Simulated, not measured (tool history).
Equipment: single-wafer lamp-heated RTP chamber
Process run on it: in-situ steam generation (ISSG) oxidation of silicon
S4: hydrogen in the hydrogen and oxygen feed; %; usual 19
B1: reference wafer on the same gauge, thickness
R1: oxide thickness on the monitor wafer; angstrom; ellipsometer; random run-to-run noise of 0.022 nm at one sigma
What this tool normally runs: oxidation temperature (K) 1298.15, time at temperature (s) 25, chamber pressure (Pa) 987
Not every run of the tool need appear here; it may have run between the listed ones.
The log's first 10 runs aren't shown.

run 11 hour=502.8 | oxidation_temperature_(K)=1298.15 time_at_temperature_(s)=25 chamber_pressure_(Pa)=987 S4=19 | B1=5.881 | R1=66.65
run 12 hour=536.1 | oxidation_temperature_(K)=1298.15 time_at_temperature_(s)=25 chamber_pressure_(Pa)=987 S4=19 | B1=5.886 | R1=67.09
-- hour=604.5 pressure gauge zeroed
-- hour=605.3 hydrogen flow controller replaced
run 13 hour=605.8 | oxidation_temperature_(K)=1298.15 time_at_temperature_(s)=25 chamber_pressure_(Pa)=987 S4=19 | B1=5.877 | R1=67.77
run 14 hour=647.7 | oxidation_temperature_(K)=1298.15 time_at_temperature_(s)=25 chamber_pressure_(Pa)=987 S4=19 | B1=5.883 | R1=67.83
run 15 hour=717.1 | oxidation_temperature_(K)=1298.15 time_at_temperature_(s)=25 chamber_pressure_(Pa)=987 S4=19 | B1=5.879 | R1=68.42
-- hour=729.9 gauge calibrated
-- hour=749.8 pyrometer window cleaned and pyrometer calibrated
run 16 hour=774.3 | oxidation_temperature_(K)=1298.15 time_at_temperature_(s)=25 chamber_pressure_(Pa)=987 S4=12 | B1=5.879 | R1=58.97
run 17 hour=825.8 | oxidation_temperature_(K)=1305.15 time_at_temperature_(s)=15 chamber_pressure_(Pa)=1187 S4=25 | B1=5.883 | R1=56.46
run 18 hour=878.3 | oxidation_temperature_(K)=1281.15 time_at_temperature_(s)=31 chamber_pressure_(Pa)=987 S4=19 | B1=5.877 | R1=68.96
run 19 hour=998.8 | oxidation_temperature_(K)=1298.15 time_at_temperature_(s)=25 chamber_pressure_(Pa)=987 S4=19 | B1=5.882 | R1=67.83
run 20 hour=1057.4 | oxidation_temperature_(K)=1292.15 time_at_temperature_(s)=28 chamber_pressure_(Pa)=1147 S4=13 | B1=5.883 | R1=64.72
run 21 hour=1084 | oxidation_temperature_(K)=1314.15 time_at_temperature_(s)=25 chamber_pressure_(Pa)=987 S4=19 | B1=5.884 | R1=74.1
-- hour=1145.9 pyrometer window cleaned and pyrometer calibrated
run 22 hour=1154.2 | oxidation_temperature_(K)=1298.15 time_at_temperature_(s)=35 chamber_pressure_(Pa)=987 S4=14 | B1=5.882 | R1=73.03
run 23 hour=1243.8 | oxidation_temperature_(K)=1298.15 time_at_temperature_(s)=25 chamber_pressure_(Pa)=987 S4=19 | B1=5.879 | R1=66.84
run 24 hour=1269 | oxidation_temperature_(K)=1298.15 time_at_temperature_(s)=25 chamber_pressure_(Pa)=987 S4=19 | B1=5.881 | R1=67.17
run 25 hour=1381.3 | oxidation_temperature_(K)=1298.15 time_at_temperature_(s)=25 chamber_pressure_(Pa)=987 S4=19 | B1=5.881 | R1=67.66
run 26 hour=1425.9 | oxidation_temperature_(K)=1298.15 time_at_temperature_(s)=25 chamber_pressure_(Pa)=987 S4=19 | B1=5.879 | R1=67.84
-- hour=1444 pyrometer window cleaned and pyrometer calibrated
run 27 hour=1470.8 | oxidation_temperature_(K)=1284.15 time_at_temperature_(s)=25 chamber_pressure_(Pa)=987 S4=19 | B1=5.881 | R1=61.51
run 28 hour=1499.3 | oxidation_temperature_(K)=1298.15 time_at_temperature_(s)=31 chamber_pressure_(Pa)=1053 S4=19 | B1=5.88 | R1=74.23
-- hour=1534.2 gauge calibrated
run 29 hour=1546.8 | oxidation_temperature_(K)=1287.15 time_at_temperature_(s)=28 chamber_pressure_(Pa)=987 S4=24 | B1=5.881 | R1=70.96
run 30 hour=1592.2 | oxidation_temperature_(K)=1292.15 time_at_temperature_(s)=22 chamber_pressure_(Pa)=1093 S4=28 | B1=5.879 | R1=67.23
run 31 hour=1643 | oxidation_temperature_(K)=1298.15 time_at_temperature_(s)=25 chamber_pressure_(Pa)=987 S4=19 | B1=5.88 | R1=67.71
run 32 hour=1712.7 | oxidation_temperature_(K)=1298.15 time_at_temperature_(s)=21 chamber_pressure_(Pa)=1120 S4=22 | B1=5.882 | R1=64.06

Consider 3 possible next runs. They are alternatives, not a sequence: every one starts from the tool as it was left by run 32. What does each give?
run A hour=1713.2 | oxidation_temperature_(K)=1298.15 time_at_temperature_(s)=25 chamber_pressure_(Pa)=987 S4=27 | B1=? | R1=?
run B hour=1713.2 | oxidation_temperature_(K)=1312.15 time_at_temperature_(s)=25 chamber_pressure_(Pa)=920 S4=19 | B1=? | R1=?
run C hour=1713.2 | oxidation_temperature_(K)=1290.15 time_at_temperature_(s)=25 chamber_pressure_(Pa)=987 S4=26 | B1=? | R1=?

run=A B1=5.877 R1=74.09
run=B B1=5.877 R1=73.06
run=C B1=5.877 R1=70.43
Take away the tool's hidden state, keep each run's random variation, and the runs would have read:
run=A R1=70.78
run=B R1=69.57
run=C R1=67.41
